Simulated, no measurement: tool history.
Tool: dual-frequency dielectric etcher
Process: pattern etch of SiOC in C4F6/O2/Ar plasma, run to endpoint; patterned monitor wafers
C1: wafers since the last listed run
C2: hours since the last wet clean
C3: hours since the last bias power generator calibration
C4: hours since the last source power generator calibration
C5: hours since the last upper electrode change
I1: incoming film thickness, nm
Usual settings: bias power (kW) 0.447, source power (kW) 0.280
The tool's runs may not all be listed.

{"run": 1, "hour": 0.0, "bias power (kW)": 0.528, "source power (kW)": 0.25, "C1": 0, "C2": 323.1, "C3": 719.7, "C4": 3278.7, "C5": 3959.6, "I1": 44.88, "endpoint time (s)": 19.0}
{"run": 2, "hour": 101.6, "bias power (kW)": 0.528, "source power (kW)": 0.25, "C1": 1838, "C2": 424.7, "C3": 821.3, "C4": 3380.3, "C5": 4061.2, "I1": 44.64, "endpoint time (s)": 18.7}
{"run": 3, "hour": 175.9, "bias power (kW)": 0.447, "source power (kW)": 0.28, "C1": 1344, "C2": 499.0, "C3": 895.6, "C4": 3454.6, "C5": 4135.5, "I1": 44.03, "endpoint time (s)": 18.4}
{"run": 4, "hour": 261.0, "bias power (kW)": 0.474, "source power (kW)": 0.28, "C1": 1539, "C2": 584.1, "C3": 980.7, "C4": 3539.7, "C5": 4220.6, "I1": 44.14, "endpoint time (s)": 18.1}
{"hour": 310.9, "done": "wet clean of the chamber"}
{"run": 5, "hour": 363.9, "bias power (kW)": 0.447, "source power (kW)": 0.28, "C1": 1427, "C2": 53.0, "C3": 1083.6, "C4": 3642.6, "C5": 4323.5, "I1": 44.48, "endpoint time (s)": 19.3}
{"run": 6, "hour": 412.2, "bias power (kW)": 0.447, "source power (kW)": 0.28, "C1": 873, "C2": 101.3, "C3": 1131.9, "C4": 3690.9, "C5": 4371.8, "I1": 44.28, "endpoint time (s)": 19.2}
{"run": 7, "hour": 598.7, "bias power (kW)": 0.447, "source power (kW)": 0.28, "C1": 3374, "C2": 287.8, "C3": 1318.4, "C4": 3877.4, "C5": 4558.3, "I1": 44.46, "endpoint time (s)": 19.0}
{"run": 8, "hour": 691.0, "bias power (kW)": 0.447, "source power (kW)": 0.28, "C1": 1669, "C2": 380.1, "C3": 1410.7, "C4": 3969.7, "C5": 4650.6, "I1": 44.28, "endpoint time (s)": 18.7}
{"run": 9, "hour": 752.8, "bias power (kW)": 0.447, "source power (kW)": 0.28, "C1": 1118, "C2": 441.9, "C3": 1472.5, "C4": 4031.5, "C5": 4712.4, "I1": 44.63, "endpoint time (s)": 18.8}
{"run": 10, "hour": 844.3, "bias power (kW)": 0.447, "source power (kW)": 0.28, "C1": 1655, "C2": 533.4, "C3": 1564.0, "C4": 4123.0, "C5": 4803.9, "I1": 44.61, "endpoint time (s)": 18.8}
{"run": 11, "hour": 881.3, "bias power (kW)": 0.447, "source power (kW)": 0.28, "C1": 669, "C2": 570.4, "C3": 1601.0, "C4": 4160.0, "C5": 4840.9, "I1": 44.69, "endpoint time (s)": 18.6}
{"hour": 933.1, "done": "wet clean of the chamber"}
{"run": 12, "hour": 970.4, "bias power (kW)": 0.447, "source power (kW)": 0.28, "C1": 1177, "C2": 37.3, "C3": 1690.1, "C4": 4249.1, "C5": 4930.0, "I1": 44.84, "endpoint time (s)": 19.3}
{"run": 13, "hour": 1036.1, "bias power (kW)": 0.447, "source power (kW)": 0.3, "C1": 1188, "C2": 103.0, "C3": 1755.8, "C4": 4314.8, "C5": 4995.7, "I1": 44.57, "endpoint time (s)": 18.7}
{"hour": 1056.2, "done": "bias power generator calibrated"}
{"run": 14, "hour": 1074.3, "bias power (kW)": 0.396, "source power (kW)": 0.28, "C1": 618, "C2": 141.2, "C3": 18.1, "C4": 4353.0, "C5": 5033.9, "I1": 43.78, "endpoint time (s)": 19.4}
{"run": 15, "hour": 1118.8, "bias power (kW)": 0.447, "source power (kW)": 0.28, "C1": 805, "C2": 185.7, "C3": 62.6, "C4": 4397.5, "C5": 5078.4, "I1": 44.48, "endpoint time (s)": 19.1}
{"hour": 1152.1, "done": "upper electrode replaced"}
{"run": 16, "hour": 1164.2, "bias power (kW)": 0.447, "source power (kW)": 0.28, "C1": 387, "C2": 231.1, "C3": 108.0, "C4": 4442.9, "C5": 12.1, "I1": 44.75, "endpoint time (s)": 19.0}
{"run": 17, "hour": 1250.9, "bias power (kW)": 0.528, "source power (kW)": 0.25, "C1": 1568, "C2": 317.8, "C3": 194.7, "C4": 4529.6, "C5": 98.8, "I1": 44.73, "endpoint time (s)": 18.7}
{"run": 18, "hour": 1347.1, "bias power (kW)": 0.518, "source power (kW)": 0.25, "C1": 1740, "C2": 414.0, "C3": 290.9, "C4": 4625.8, "C5": 195.0, "I1": 44.74, "endpoint time (s)": 19.0}
{"run": 19, "hour": 1415.6, "bias power (kW)": 0.447, "source power (kW)": 0.28, "C1": 1239, "C2": 482.5, "C3": 359.4, "C4": 4694.3, "C5": 263.5, "I1": 44.37, "endpoint time (s)": 18.4}
{"run": 20, "hour": 1491.7, "bias power (kW)": 0.374, "source power (kW)": 0.28, "C1": 1376, "C2": 558.6, "C3": 435.5, "C4": 4770.4, "C5": 339.6, "I1": 44.97, "endpoint time (s)": 19.5}
{"hour": 1516.2, "done": "wet clean of the chamber"}
{"hour": 1613.4, "done": "source power generator calibrated"}
{"run": 21, "hour": 1771.2, "bias power (kW)": 0.447, "source power (kW)": 0.28, "C1": 4550, "C2": 255.0, "C3": 715.0, "C4": 157.8, "C5": 619.1, "I1": 44.88, "endpoint time (s)": 19.2}
{"run": 22, "hour": 1830.2, "bias power (kW)": 0.447, "source power (kW)": 0.28, "C1": 1067, "C2": 314.0, "C3": 774.0, "C4": 216.8, "C5": 678.1, "I1": 44.66, "endpoint time (s)": 19.1}
{"run": 23, "hour": 1932.5, "bias power (kW)": 0.447, "source power (kW)": 0.28, "C1": 1850, "C2": 416.3, "C3": 876.3, "C4": 319.1, "C5": 780.4, "I1": 44.78, "endpoint time (s)": 18.9}
{"run": 24, "hour": 1989.1, "bias power (kW)": 0.367, "source power (kW)": 0.23, "C1": 1024, "C2": 472.9, "C3": 932.9, "C4": 375.7, "C5": 837.0, "I1": 44.44, "endpoint time (s)": 21.2}
{"run": 25, "hour": 2065.8, "bias power (kW)": 0.379, "source power (kW)": 0.34, "C1": 1387, "C2": 549.6, "C3": 1009.6, "C4": 452.4, "C5": 913.7, "I1": 44.22, "endpoint time (s)": 17.9}
{"run": 26, "hour": 2155.0, "bias power (kW)": 0.528, "source power (kW)": 0.25, "C1": 1613, "C2": 638.8, "C3": 1098.8, "C4": 541.6, "C5": 1002.9, "I1": 44.67, "endpoint time (s)": 18.5}
{"hour": 2211.2, "done": "wet clean of the chamber"}
{"run": 27, "hour": 2212.2, "bias power (kW)": 0.541, "source power (kW)": 0.32, "C1": 600, "C2": 1.0, "C3": 1156.0, "C4": 598.8, "C5": 1060.1, "I1": 44.5, "endpoint time (s)": 17.8}
{"run": 28, "hour": 2319.9, "bias power (kW)": 0.503, "source power (kW)": 0.22, "C1": 1948, "C2": 108.7, "C3": 1263.7, "C4": 706.5, "C5": 1167.8, "I1": 44.81, "endpoint time (s)": 20.9}
{"run": 29, "hour": 2406.6, "bias power (kW)": 0.406, "source power (kW)": 0.28, "C1": 1568, "C2": 195.4, "C3": 1350.4, "C4": 793.2, "C5": 1254.5, "I1": 44.41, "endpoint time (s)": 19.8}
{"run": 30, "hour": 2445.4, "bias power (kW)": 0.414, "source power (kW)": 0.24, "C1": 701, "C2": 234.2, "C3": 1389.2, "C4": 832.0, "C5": 1293.3, "I1": 44.2, "endpoint time (s)": 20.5}
{"run": 31, "hour": 2541.6, "bias power (kW)": 0.478, "source power (kW)": 0.28, "C1": 1740, "C2": 330.4, "C3": 1485.4, "C4": 928.2, "C5": 1389.5, "I1": 44.61, "endpoint time (s)": 18.7}
{"run": 32, "hour": 2588.2, "bias power (kW)": 0.53, "source power (kW)": 0.31, "C1": 843, "C2": 377.0, "C3": 1532.0, "C4": 974.8, "C5": 1436.1, "I1": 44.49, "endpoint time (s)": 17.4}
{"run": 33, "hour": 2665.5, "bias power (kW)": 0.341, "source power (kW)": 0.33, "C1": 1398, "C2": 454.3, "C3": 1609.3, "C4": 1052.1, "C5": 1513.4, "I1": 44.56, "endpoint time (s)": 19.2}
{"run": 34, "hour": 2744.9, "bias power (kW)": 0.495, "source power (kW)": 0.23, "C1": 1436, "C2": 533.7, "C3": 1688.7, "C4": 1131.5, "C5": 1592.8, "I1": 44.37, "endpoint time (s)": 19.4}
{"hour": 2771.3, "done": "wet clean of the chamber"}
{"hour": 2805.9, "done": "bias power generator calibrated"}
{"run": 35, "hour": 2832.0, "bias power (kW)": 0.502, "source power (kW)": 0.3, "C1": 1069, "C2": 60.7, "C3": 26.1, "C4": 1218.6, "C5": 1679.9, "I1": 44.17, "endpoint time (s)": 18.2}
{"run": 36, "hour": 2878.9, "bias power (kW)": 0.498, "source power (kW)": 0.25, "C1": 848, "C2": 107.6, "C3": 73.0, "C4": 1265.5, "C5": 1726.8, "I1": 45.3, "endpoint time (s)": 19.7}

What the log doesn't show, run by run:
bias power that arrives over what is set, %: 0 in every run
source power that arrives over what is set, %: 0 in every run
H1: etch rate over this chamber's usual, %
run=1 H1=2.43
run=2 H1=3.21
run=3 H1=3.78
run=4 H1=4.44
run=5 H1=0.343
run=6 H1=0.715
run=7 H1=2.15
run=8 H1=2.86
run=9 H1=3.34
run=10 H1=4.04
run=11 H1=4.33
run=12 H1=0.596
run=13 H1=1.1
run=14 H1=1.4
run=15 H1=1.74
run=16 H1=2.09
run=17 H1=2.76
run=18 H1=3.5
run=19 H1=4.03
run=20 H1=4.61
run=21 H1=1.84
run=22 H1=2.29
run=23 H1=3.08
run=24 H1=3.52
run=25 H1=4.11
run=26 H1=4.79
run=27 H1=-0.894
run=28 H1=-0.0638
run=29 H1=0.604
run=30 H1=0.903
run=31 H1=1.64
run=32 H1=2
run=33 H1=2.6
run=34 H1=3.21
run=35 H1=0.065
run=36 H1=0.426
